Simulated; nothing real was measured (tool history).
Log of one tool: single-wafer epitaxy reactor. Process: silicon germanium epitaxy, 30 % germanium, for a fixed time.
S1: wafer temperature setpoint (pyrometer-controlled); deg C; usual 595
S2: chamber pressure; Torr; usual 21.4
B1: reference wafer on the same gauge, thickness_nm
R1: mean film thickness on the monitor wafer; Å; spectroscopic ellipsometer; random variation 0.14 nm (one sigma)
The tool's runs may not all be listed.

| run | hour | S1 | S2 | B1 | R1 |
|---|---|---|---|---|---|
| 1 | 0 | 595 | 21.4 | 50.409 | 546.69 |
| 2 | 17.2 | 595 | 21.4 | 50.435 | 547.21 |
| 3 | 46.5 | 595 | 21.4 | 50.392 | 547.08 |
| 4 | 76.8 | 595 | 21.4 | 50.415 | 545.59 |
| 5 | 111.3 | 595 | 21.4 | 50.372 | 546.51 |
| 6 | 141.8 | 595 | 21.4 | 50.421 | 547.66 |
| 7 | 163.4 | 595 | 21.4 | 50.416 | 546.95 |
| 8 | 195.2 | 595 | 23.1 | 50.355 | 561.26 |
| 9 | 220.4 | 595 | 21.4 | 50.358 | 545.85 |
| 10 | 246.5 | 595 | 21.4 | 50.353 | 546.37 |
| 11 | 259.9 | 601 | 21.4 | 50.43 | 617.28 |
| 12 | 286.8 | 595 | 21.4 | 50.392 | 541.36 |
|  | 296.8 | pyrometer calibrated |
|  | 313.3 | showerhead replaced |
| 13 | 318.7 | 595 | 21.4 | 50.406 | 546.86 |
| 14 | 349.5 | 595 | 21.4 | 50.406 | 543.54 |
| 15 | 383.5 | 595 | 21.4 | 50.381 | 540.59 |
| 16 | 415.3 | 595 | 21.4 | 50.377 | 542.9 |
| 17 | 443.2 | 580 | 18.8 | 50.408 | 378.75 |
|  | 476.8 | capacitance manometer re-zeroed and calibrated |
| 18 | 477.3 | 610 | 24.8 | 50.438 | 796.12 |
| 19 | 505.1 | 604 | 23.5 | 50.407 | 692.37 |
|  | 506.2 | gauge calibrated |
| 20 | 538.4 | 590 | 20 | 50.432 | 487.31 |
| 21 | 565.9 | 589 | 24 | 50.345 | 507.21 |
| 22 | 592.1 | 580 | 18.8 | 50.386 | 386.44 |
| 23 | 630.8 | 610 | 22.8 | 50.385 | 768.95 |
| 24 | 653.9 | 583 | 23 | 50.431 | 438.42 |
| 25 | 673 | 595 | 21.4 | 50.382 | 553.35 |
| 26 | 703.3 | 601 | 17.5 | 50.329 | 590.59 |
| 27 | 721.3 | 582 | 16.6 | 50.433 | 387.61 |
| 28 | 736.4 | 595 | 21.4 | 50.395 | 551.58 |
| 29 | 762 | 580 | 25.5 | 50.426 | 423.27 |
| 30 | 777.9 | 603 | 24.5 | 50.363 | 684.29 |
| 31 | 806.7 | 595 | 21.4 | 50.334 | 553.7 |
| 32 | 832.4 | 589 | 21.4 | 50.377 | 485.91 |

The tool's hidden state at each run:
wafer temperature above the value expected at the setpoint (K): 0 in every run
gauge reads high (%): 0 in every run
H1: true pressure above the setpoint (%)
| run | H1 |
|---|---|
| 1 | -5.9 |
| 2 | -5.97 |
| 3 | -6.09 |
| 4 | -6.21 |
| 5 | -6.34 |
| 6 | -6.46 |
| 7 | -6.55 |
| 8 | -6.68 |
| 9 | -6.77 |
| 10 | -6.88 |
| 11 | -6.93 |
| 12 | -7.04 |
| 13 | -7.16 |
| 14 | -7.29 |
| 15 | -7.42 |
| 16 | -7.55 |
| 17 | -7.66 |
| 18 | -0.674 |
| 19 | -0.784 |
| 20 | -0.916 |
| 21 | -1.02 |
| 22 | -1.13 |
| 23 | -1.28 |
| 24 | -1.37 |
| 25 | -1.45 |
| 26 | -1.57 |
| 27 | -1.64 |
| 28 | -1.7 |
| 29 | -1.8 |
| 30 | -1.87 |
| 31 | -1.98 |
| 32 | -2.08 |
